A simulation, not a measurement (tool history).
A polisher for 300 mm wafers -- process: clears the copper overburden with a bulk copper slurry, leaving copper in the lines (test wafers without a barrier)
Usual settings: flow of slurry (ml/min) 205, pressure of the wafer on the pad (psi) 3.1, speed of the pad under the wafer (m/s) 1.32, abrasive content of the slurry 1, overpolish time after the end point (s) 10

run   hour  flow of slurry (ml/min)  pressure of the wafer on the pad (psi)  speed of the pad under the wafer (m/s)  abrasive content of the slurry  overpolish time after the end point (s)  incoming thickness of the incoming film, nm  time until the end point was called (s)  dishing of a wide line in a test structure (Å)
  1      0                      205                                     3.1                                    1.32                               1                                       10                                       1111.4                                       85                                             839
       2.9  -- slurry blender recalibrated
  2   28.5                      205                                     3.1                                    1.32                               1                                       10                                       1129.7                                     82.2                                             885
      51.5  -- worn pad replaced by a new one
  3     52                      205                                     3.1                                    1.32                               1                                       10                                       1106.1                                     79.3                                             896
  4   73.3                      205                                     3.1                                    1.32                               1                                       10                                       1129.9                                     84.7                                             865
  5   88.5                      205                                     3.1                                    1.32                             0.9                                       10                                         1110                                     81.6                                             861
  6  101.3                      205                                     3.1                                    1.32                             0.9                                       10                                       1104.4                                     82.7                                             862
  7  136.6                      205                                     3.1                                    1.32                               1                                       10                                         1107                                     86.2                                             866
  8  172.6                      205                                     3.1                                    1.32                               1                                       10                                       1106.7                                     83.8                                             867
     178.3  -- head pressure recalibrated
  9  187.7                      205                                     2.4                                    1.32                               1                                       10                                       1124.3                                    113.4                                             679
     195.5  -- slurry blender recalibrated
     207.4  -- slurry nozzle cleaned
     216.6  -- worn pad replaced by a new one
 10  217.4                      205                                     3.1                                    1.32                               1                                       10                                       1097.9                                     78.5                                             910
 11  236.1                      245                                     2.8                                    1.32                            1.15                                       10                                       1103.3                                     84.2                                             860
 12  268.4                      170                                     2.2                                    1.58                             1.1                                       10                                       1106.1                                     98.6                                             746
 13    281                      205                                     3.1                                    1.12                               1                                       13                                       1101.1                                     96.3                                             939
 14  295.4                      225                                     2.7                                    1.32                             1.1                                        7                                         1097                                     91.6                                             592
 15  316.6                      275                                     2.7                                    1.32                               1                                       10                                       1120.9                                     92.5                                             783
 16  337.1                      160                                     3.1                                    1.32                            0.75                                        8                                       1089.7                                     91.3                                             676
 17  359.4                      230                                     3.1                                    1.52                               1                                       13                                         1106                                     72.6                                            1141
 18  384.3                      205                                     2.4                                    1.32                             1.3                                       10                                         1122                                    105.6                                             729
     399.6  -- slurry blender recalibrated
 19  416.3                      205                                     3.1                                    1.32                               1                                       10                                       1124.1                                     79.1                                             898
     426.2  -- worn pad replaced by a new one
 20  430.3                      205                                     3.1                                    1.32                             0.9                                       10                                       1098.6                                     79.7                                             858
 21  462.5                      165                                     3.8                                    1.52                             1.1                                       10                                       1112.7                                     59.4                                            1132
 22  484.8                      205                                     3.1                                    1.32                             1.1                                       10                                       1100.3                                     79.8                                             891
 23  514.8                      205                                     3.9                                    1.32                               1                                       12                                       1115.7                                     66.4                                            1198
 24  527.8                      225                                     3.4                                    1.74                               1                                       14                                       1100.6                                     57.7                                            1339
 25  549.9                      205                                     3.1                                    1.32                               1                                       10                                       1090.7                                     82.9                                             871
 26  576.7                      205                                     3.1                                    1.32                               1                                       10                                       1116.8                                     84.5                                             842
     583.3  -- slurry blender recalibrated
 27  593.4                      205                                     3.1                                     1.2                             0.9                                       16                                       1121.7                                     89.2                                            1149
     609.6  -- worn pad replaced by a new one
 28  615.3                      205                                     3.7                                    1.32                            1.15                                       10                                       1093.9                                     63.5                                            1048

4 ways to go on from here, each from the tool as it stands after run 28. What would each give?
  A  615.8                      205                                     3.1                                    1.32                               1                                       10                                       1103.7                                        ?                                               ?
  B  615.8                      205                                     3.1                                       1                               1                                       10                                       1103.7                                        ?                                               ?
  C  615.8                      180                                     3.1                                    1.32                               1                                       10                                       1103.7                                        ?                                               ?
  D  615.8                      205                                     3.1                                    1.32                               1                                        6                                       1103.7                                        ?                                               ?

run  time until the end point was called (s)  dishing of a wide line in a test structure (Å)
  A                                     79.3                                             883
  B                                    102.8                                             728
  C                                     80.9                                             871
  D                                     79.3                                             596
Had the tool no hidden state, the same runs would have come out as:
run  time until the end point was called (s)  dishing of a wide line in a test structure (Å)
  A                                     78.2                                             892
  B                                    101.4                                             736
  C                                     79.8                                             880
  D                                     78.2                                             603
